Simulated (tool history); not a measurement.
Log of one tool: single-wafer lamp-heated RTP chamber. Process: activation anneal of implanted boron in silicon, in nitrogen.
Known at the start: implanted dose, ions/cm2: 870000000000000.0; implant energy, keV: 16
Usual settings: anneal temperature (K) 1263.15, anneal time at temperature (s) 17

run,hour,anneal temperature (K),anneal time at temperature (s),"read-back reference wafer on the same gauge, sheet resistance",sheet resistance of the implanted and annealed layer (ohm/square)
1,0,1263.15,17,156.04,142.06
2,47,1263.15,17,155.74,141.44
3,78.5,1263.15,17,155.95,141.49
# hour 137.1: pyrometer window cleaned and pyrometer calibrated
4,138.9,1263.15,17,155.86,140.97
5,170.9,1263.15,17,155.98,141.1
6,204.1,1263.15,22,155.93,139.55
7,233,1263.15,22,155.89,139.5
# hour 264.5: pyrometer window cleaned and pyrometer calibrated
8,291.9,1263.15,17,155.99,140.57
9,337.8,1240.15,23,156.1,153.09
# hour 351.7: reflector plate cleaned
# hour 387.9: pyrometer window cleaned and pyrometer calibrated
10,388.4,1246.15,8,155.89,159.46
# hour 407.1: gauge calibrated
11,443.1,1237.15,17,155.79,162.77
12,488.8,1263.15,17,156.13,141.59
# hour 531.4: pyrometer window cleaned and pyrometer calibrated
13,665.7,1287.15,27,155.77,133.59
# hour 683.8: pyrometer window cleaned and pyrometer calibrated
14,695.2,1271.15,7,156.22,141.11

4 ways to go on from here, each from the tool as it stands after run 14. What would each give?
A,695.6,1263.15,24,?,?
B,695.6,1285.15,20,?,?
C,695.6,1279.15,13,?,?
D,695.6,1233.15,17,?,?

run,"read-back reference wafer on the same gauge, sheet resistance",sheet resistance of the implanted and annealed layer (ohm/square)
A,155.87,139.93
B,155.87,135
C,155.87,137.03
D,155.87,166.34
Without the tool's hidden state the same runs would have given:
run,sheet resistance of the implanted and annealed layer (ohm/square)
A,141.05
B,135.44
C,137.72
D,170.27

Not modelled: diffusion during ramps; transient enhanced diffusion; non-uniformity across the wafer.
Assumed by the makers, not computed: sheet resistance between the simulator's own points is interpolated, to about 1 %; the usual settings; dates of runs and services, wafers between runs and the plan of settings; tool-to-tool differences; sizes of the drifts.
